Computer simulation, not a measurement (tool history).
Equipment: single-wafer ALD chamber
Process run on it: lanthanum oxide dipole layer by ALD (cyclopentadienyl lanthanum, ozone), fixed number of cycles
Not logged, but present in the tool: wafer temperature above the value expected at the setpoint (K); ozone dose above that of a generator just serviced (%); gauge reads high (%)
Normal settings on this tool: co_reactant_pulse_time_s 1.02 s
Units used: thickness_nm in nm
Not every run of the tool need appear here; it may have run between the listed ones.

run     day  co_reactant_pulse_time_s  wafers since the last listed run  hours since the last thermocouple change  hours since the last ozone generator service  hours since the showerhead was replaced  hours since the gauge calibration  read-back reference wafer on the same gauge, thickness_nm  thickness_nm
  1   0.000                      1.02                                 0                                    1028.7                                        1115.8                                   6994.4                              175.1                                                      0.476         0.438
  2   0.258                      1.02                               168                                    1034.9                                        1122.0                                   7000.6                              181.3                                                      0.477         0.437
  3   1.000                      1.02                               483                                    1052.7                                        1139.8                                   7018.4                              199.1                                                      0.476         0.433
  4   1.712                      0.88                               464                                    1069.8                                        1156.9                                   7035.5                              216.2                                                      0.476         0.419
  5   2.004                      0.88                               190                                    1076.8                                        1163.9                                   7042.5                              223.2                                                      0.477         0.418
  6   2.517                      0.73                               334                                    1089.1                                        1176.2                                   7054.8                              235.5                                                      0.476         0.393
  7   3.038                      0.73                               339                                    1101.6                                        1188.7                                   7067.3                              248.0                                                      0.476         0.394
  8   4.692                      0.73                              1078                                    1141.3                                        1228.4                                   7107.0                              287.7                                                      0.476         0.394
      5.392  -- showerhead replaced
  9   5.412                      1.02                               252                                    1158.6                                        1245.7                                      0.5                              305.0                                                      0.476         0.437
 10   5.667                      1.02                               165                                    1164.7                                        1251.8                                      6.6                              311.1                                                      0.477         0.435
      7.117  -- thermocouple changed; heater temperature recalibrated
 11   7.788                      0.83                              1165                                      16.1                                        1302.7                                     57.5                              362.0                                                      0.476         0.408
      7.950  -- gauge calibrated
 12   8.462                      1.02                               440                                      32.3                                        1318.9                                     73.7                               12.3                                                      0.476         0.433
 13   9.200                      0.73                               480                                      50.0                                        1336.6                                     91.4                               30.0                                                      0.476         0.393
 14   9.646                      1.42                               290                                      60.7                                        1347.3                                    102.1                               40.7                                                      0.476         0.478
 15   9.925                      1.02                               182                                      67.4                                        1354.0                                    108.8                               47.4                                                      0.476         0.435
 16  10.500                      1.29                               374                                      81.2                                        1367.8                                    122.6                               61.2                                                      0.475         0.464
     11.029  -- ozone generator serviced
 17  11.050                      1.02                               141                                      94.4                                           0.5                                    135.8                               74.4                                                      0.476         0.475
 18  11.500                      1.02                               293                                     105.2                                          11.3                                    146.6                               85.2                                                      0.476         0.472
 19  11.788                      1.36                               187                                     112.1                                          18.2                                    153.5                               92.1                                                      0.475         0.504
 20  12.388                      0.69                               391                                     126.5                                          32.6                                    167.9                              106.5                                                      0.475         0.427
 21  12.867                      1.38                               312                                     138.0                                          44.1                                    179.4                              118.0                                                      0.476         0.503
 22  13.375                      0.74                               331                                     150.2                                          56.3                                    191.6                              130.2                                                      0.476         0.436
 23  13.850                      0.89                               309                                     161.6                                          67.7                                    203.0                              141.6                                                      0.477         0.454

Below are 5 alternative next runs, each starting from the tool's condition after run 23. Predict each:
  A  13.867                      1.33                                10                                     162.0                                          68.1                                    203.4                              142.0                                                          ?             ?
  B  13.867                      1.23                                10                                     162.0                                          68.1                                    203.4                              142.0                                                          ?             ?
  C  13.867                      1.27                                10                                     162.0                                          68.1                                    203.4                              142.0                                                          ?             ?
  D  13.867                      1.15                                10                                     162.0                                          68.1                                    203.4                              142.0                                                          ?             ?
  E  13.867                      1.16                                10                                     162.0                                          68.1                                    203.4                              142.0                                                          ?             ?

run  read-back reference wafer on the same gauge, thickness_nm  thickness_nm
  A                                                      0.476         0.501
  B                                                      0.476         0.493
  C                                                      0.476         0.497
  D                                                      0.476         0.486
  E                                                      0.476         0.487
What these runs would have given with no unlogged condition in the tool:
run  thickness_nm
  A         0.511
  B         0.504
  C         0.507
  D         0.498
  E         0.498
